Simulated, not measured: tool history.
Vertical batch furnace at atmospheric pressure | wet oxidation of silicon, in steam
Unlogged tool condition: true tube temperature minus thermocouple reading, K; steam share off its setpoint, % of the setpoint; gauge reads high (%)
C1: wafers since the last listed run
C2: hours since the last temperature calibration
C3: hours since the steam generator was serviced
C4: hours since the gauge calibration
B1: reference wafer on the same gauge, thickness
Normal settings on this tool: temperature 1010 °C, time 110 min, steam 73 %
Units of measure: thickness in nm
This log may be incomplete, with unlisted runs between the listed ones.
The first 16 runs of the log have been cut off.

run 17 hour=1427 | temperature=1010 time=110 steam=73 | C1=775 C2=245.9 C3=334.7 C4=1005 | B1=509.96 | thickness=484.78
run 18 hour=1531.3 | temperature=1010 time=110 steam=73 | C1=1428 C2=350.2 C3=439 C4=1109.3 | B1=510.28 | thickness=487.76
run 19 hour=1747.1 | temperature=1010 time=110 steam=73 | C1=2955 C2=566 C3=654.8 C4=1325.1 | B1=509.92 | thickness=489.64
-- hour=1805.7 steam generator serviced, repeated, since the last time left the tool worse
run 20 hour=1847.2 | temperature=1010 time=110 steam=73 | C1=1042 C2=666.1 C3=41.5 C4=1425.2 | B1=510.61 | thickness=525.38
run 21 hour=1949.3 | temperature=1010 time=110 steam=73 | C1=1398 C2=768.2 C3=143.6 C4=1527.3 | B1=510.5 | thickness=523.71
run 22 hour=2037.9 | temperature=1028 time=149.5 steam=64 | C1=1213 C2=856.8 C3=232.2 C4=1615.9 | B1=510.41 | thickness=637.53
run 23 hour=2133.2 | temperature=1024 time=151.5 steam=73 | C1=1305 C2=952.1 C3=327.5 C4=1711.2 | B1=509.57 | thickness=677.66
run 24 hour=2225.9 | temperature=1010 time=110 steam=73 | C1=1269 C2=1044.8 C3=420.2 C4=1803.9 | B1=509.95 | thickness=519.9
-- hour=2261.5 gauge calibrated
run 25 hour=2331.7 | temperature=1020 time=68.5 steam=73 | C1=1448 C2=1150.6 C3=526 C4=70.2 | B1=509.85 | thickness=408.21
run 26 hour=2414.5 | temperature=1010 time=110 steam=73 | C1=1133 C2=1233.4 C3=608.8 C4=153 | B1=509.23 | thickness=517.38
run 27 hour=2494.4 | temperature=1017 time=136.5 steam=80 | C1=1094 C2=1313.3 C3=688.7 C4=232.9 | B1=508.77 | thickness=651.32
run 28 hour=2538.6 | temperature=1010 time=110 steam=77 | C1=605 C2=1357.5 C3=732.9 C4=277.1 | B1=510.98 | thickness=536.75
run 29 hour=2612.3 | temperature=1023 time=162.5 steam=73 | C1=1009 C2=1431.2 C3=806.6 C4=350.8 | B1=509.59 | thickness=702.61
run 30 hour=2708.4 | temperature=992 time=56.5 steam=66 | C1=1316 C2=1527.3 C3=902.7 C4=446.9 | B1=509.95 | thickness=280.08
run 31 hour=2775.2 | temperature=1000 time=92.5 steam=84 | C1=914 C2=1594.1 C3=969.5 C4=513.7 | B1=509.47 | thickness=478.21
run 32 hour=2840 | temperature=1010 time=110 steam=66 | C1=887 C2=1658.9 C3=1034.3 C4=578.5 | B1=509.88 | thickness=486.39
run 33 hour=2898.5 | temperature=1010 time=110 steam=76 | C1=801 C2=1717.4 C3=1092.8 C4=637 | B1=509.59 | thickness=534.01
run 34 hour=2952.9 | temperature=1017 time=164.5 steam=73 | C1=745 C2=1771.8 C3=1147.2 C4=691.4 | B1=510.15 | thickness=688.88
run 35 hour=2992 | temperature=1010 time=110 steam=73 | C1=535 C2=1810.9 C3=1186.3 C4=730.5 | B1=510.65 | thickness=520.19
run 36 hour=3076.5 | temperature=993 time=110 steam=73 | C1=1157 C2=1895.4 C3=1270.8 C4=815 | B1=509.92 | thickness=469.06
run 37 hour=3173 | temperature=1026 time=110 steam=77 | C1=1321 C2=1991.9 C3=1367.3 C4=911.5 | B1=509.49 | thickness=585.77
run 38 hour=3270.9 | temperature=1029 time=69.5 steam=63 | C1=1340 C2=2089.8 C3=1465.2 C4=1009.4 | B1=510.44 | thickness=397.62

What if the next run were any one of these 3? Each begins from the tool's condition after run 38:
run A hour=3275.8 | temperature=1010 time=69.5 steam=73 | C1=67 C2=2094.7 C3=1470.1 C4=1014.3 | B1=? | thickness=?
run B hour=3275.8 | temperature=1010 time=133.5 steam=61 | C1=67 C2=2094.7 C3=1470.1 C4=1014.3 | B1=? | thickness=?
run C hour=3275.8 | temperature=990 time=68 steam=81 | C1=67 C2=2094.7 C3=1470.1 C4=1014.3 | B1=? | thickness=?

run=A B1=509.55 thickness=388.07
run=B B1=509.55 thickness=522.05
run=C B1=509.55 thickness=357.76
Take away the tool's hidden state, keep each run's random variation, and the runs would have read:
run=A thickness=391.18
run=B thickness=526.12
run=C thickness=360.73

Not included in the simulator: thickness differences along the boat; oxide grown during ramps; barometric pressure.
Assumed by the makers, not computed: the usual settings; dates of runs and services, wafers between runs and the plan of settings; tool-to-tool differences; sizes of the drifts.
